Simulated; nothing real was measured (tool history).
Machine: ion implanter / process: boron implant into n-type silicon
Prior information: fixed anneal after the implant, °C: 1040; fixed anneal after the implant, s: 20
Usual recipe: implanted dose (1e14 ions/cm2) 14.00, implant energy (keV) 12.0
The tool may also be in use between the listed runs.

run,day,implanted dose (1e14 ions/cm2),implant energy (keV),wafers since the last listed run,hours since the last dose calibration,hours since the extraction supply was calibrated,hours since the gauge calibration,"read-back reference wafer on the same gauge, sheet resistance",sheet resistance of the implanted and annealed layer (ohm/square)
1,0.000,14.00,10.5,0,531.9,1374.3,107.3,90.96,109.74
2,4.350,14.00,10.5,2190,636.3,1478.7,211.7,90.99,109.70
3,6.117,14.00,12.0,889,678.7,1521.1,254.1,91.00,105.98
# day 16.508: Faraday cup replaced and dose calibrated
4,19.362,14.00,12.0,6501,68.5,1839.0,572.0,91.01,107.46
5,22.512,14.00,15.0,1586,144.1,1914.6,647.6,91.00,102.98
6,26.900,14.00,15.0,2209,249.4,2019.9,752.9,90.96,102.60
# day 27.708: gauge calibrated
7,28.800,14.00,12.0,956,295.0,2065.5,26.2,90.96,106.67
8,31.267,17.18,12.0,1241,354.2,2124.7,85.4,90.99,95.25
9,33.938,17.18,12.0,1344,418.3,2188.8,149.5,91.01,95.20
10,37.246,14.00,14.0,1665,497.7,2268.2,228.9,90.98,103.74
# day 39.712: extraction supply calibrated
11,39.879,14.00,14.0,1158,560.9,4.0,292.1,91.11,103.36
12,42.075,14.00,12.0,1105,613.6,56.7,344.8,91.02,106.32
13,44.508,11.51,12.0,1225,672.0,115.1,403.2,90.91,121.61
14,46.229,12.48,8.0,866,713.3,156.4,444.5,91.03,125.38
15,49.262,9.94,9.5,1527,786.1,229.2,517.3,91.06,139.80
# day 50.642: Faraday cup replaced and dose calibrated
16,51.592,14.00,12.0,1004,22.8,285.1,573.2,91.02,107.97
17,53.725,17.11,8.0,1074,74.0,336.3,624.4,91.02,109.23
18,56.404,17.71,15.5,1348,138.3,400.6,688.7,91.00,87.20
19,59.879,16.45,12.0,1749,221.7,484.0,772.1,91.00,97.95
# day 62.312: gauge calibrated
20,62.575,10.17,14.5,1357,286.4,548.7,6.3,90.97,131.96
21,65.062,14.00,9.5,1252,346.1,608.4,66.0,91.02,113.32
22,66.592,14.00,12.0,769,382.8,645.1,102.7,90.97,107.41
23,68.283,14.00,9.5,851,423.4,685.7,143.3,90.97,113.17

3 ways to go on from here, each from the tool as it stands after run 23. What would each give?
A,68.300,14.00,12.0,8,423.8,686.1,143.7,?,?
B,68.300,17.23,13.5,8,423.8,686.1,143.7,?,?
C,68.300,11.80,10.5,8,423.8,686.1,143.7,?,?

run,"read-back reference wafer on the same gauge, sheet resistance",sheet resistance of the implanted and annealed layer (ohm/square)
A,91.02,106.61
B,91.02,91.44
C,91.02,122.47
Take away the tool's hidden state, keep each run's random variation, and the runs would have read:
run,sheet resistance of the implanted and annealed layer (ohm/square)
A,107.34
B,92.01
C,123.39
